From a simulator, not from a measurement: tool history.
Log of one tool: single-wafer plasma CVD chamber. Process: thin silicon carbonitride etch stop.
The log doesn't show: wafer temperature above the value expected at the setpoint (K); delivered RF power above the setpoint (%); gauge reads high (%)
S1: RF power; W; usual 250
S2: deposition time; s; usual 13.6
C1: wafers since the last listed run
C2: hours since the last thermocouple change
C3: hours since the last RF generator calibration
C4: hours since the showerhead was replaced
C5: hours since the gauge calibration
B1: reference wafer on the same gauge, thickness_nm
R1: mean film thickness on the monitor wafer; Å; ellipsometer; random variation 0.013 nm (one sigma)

run     day   S1    S2    C1     C2      C3      C4     C5     B1      R1
  1   0.000  250  13.6     0  851.2  2194.7  6194.2  137.8  9.390   87.79
  2   0.708  235  13.6   538  868.2  2211.7  6211.2  154.8  9.391   86.67
  3   1.892  235  13.6   900  896.6  2240.1  6239.6  183.2  9.391   86.73
  4   2.417  235  13.6   399  909.2  2252.7  6252.2  195.8  9.390   86.75
  5   2.946  285  13.6   402  921.9  2265.4  6264.9  208.5  9.393   90.66
      3.342  -- thermocouple changed; heater temperature recalibrated
      7.329  -- RF generator calibrated
  6   7.350  250  13.6  2843   96.2     0.5  6370.6  314.2  9.388   89.42
  7   8.517  265  12.3   887  124.2    28.5  6398.6  342.2  9.388   81.84
  8   9.788  265  12.3   966  154.7    59.0  6429.1  372.7  9.392   81.91
  9  10.321  265  12.3   405  167.5    71.8  6441.9  385.5  9.387   81.82
 10  11.817  250  12.8  1137  203.4   107.7  6477.8  421.4  9.391   84.21
 11  12.571  250  12.8   573  221.5   125.8  6495.9  439.5  9.392   84.16
 12  13.975  250  13.6  1068  255.2   159.5  6529.6  473.2  9.390   89.09
 13  14.583  250  13.6   462  269.8   174.1  6544.2  487.8  9.390   89.11
 14  16.075  215  14.3  1134  305.6   209.9  6580.0  523.6  9.392   90.43
 15  17.358  275  13.6   976  336.4   240.7  6610.8  554.4  9.389   91.03
 16  18.017  225  11.4   500  352.2   256.5  6626.6  570.2  9.391   72.81
 17  18.888  275  14.7   662  373.1   277.4  6647.5  591.1  9.390   98.60
     20.071  -- showerhead replaced
 18  20.092  250  13.6   662  402.0   306.3     0.5  620.0  9.388   89.37
 19  21.208  250  13.6   849  428.8   333.1    27.3  646.8  9.393   89.16
 20  21.717  235  15.7   386  441.0   345.3    39.5  659.0  9.389  101.46
 21  22.508  280  15.4   602  460.0   364.3    58.5  678.0  9.389  103.31
 22  23.467  220  12.2   729  483.0   387.3    81.5  701.0  9.390   77.58
     23.833  -- gauge calibrated
 23  24.196  250  13.6   554  500.5   404.8    99.0    8.7  9.391   88.86
 24  25.567  205  12.4  1042  533.4   437.7   131.9   41.6  9.391   77.49
 25  26.462  235  13.6   681  554.9   459.2   153.4   63.1  9.389   87.73
 26  27.879  215  12.7  1077  588.9   493.2   187.4   97.1  9.389   79.97
 27  28.421  285  10.9   412  601.9   506.2   200.4  110.1  9.390   73.67
 28  29.554  210  14.5   862  629.1   533.4   227.6  137.3  9.391   91.08
 29  30.175  250  13.6   472  644.0   548.3   242.5  152.2  9.391   88.94

Forecast run 30:
 30  31.025  220  15.4  646  664.4  568.7  262.9  172.6   ?   ?

Run 30 gave B1 9.390, R1 97.61 Å.
Without the tool's hidden state the same run would have given R1 98.26 Å.
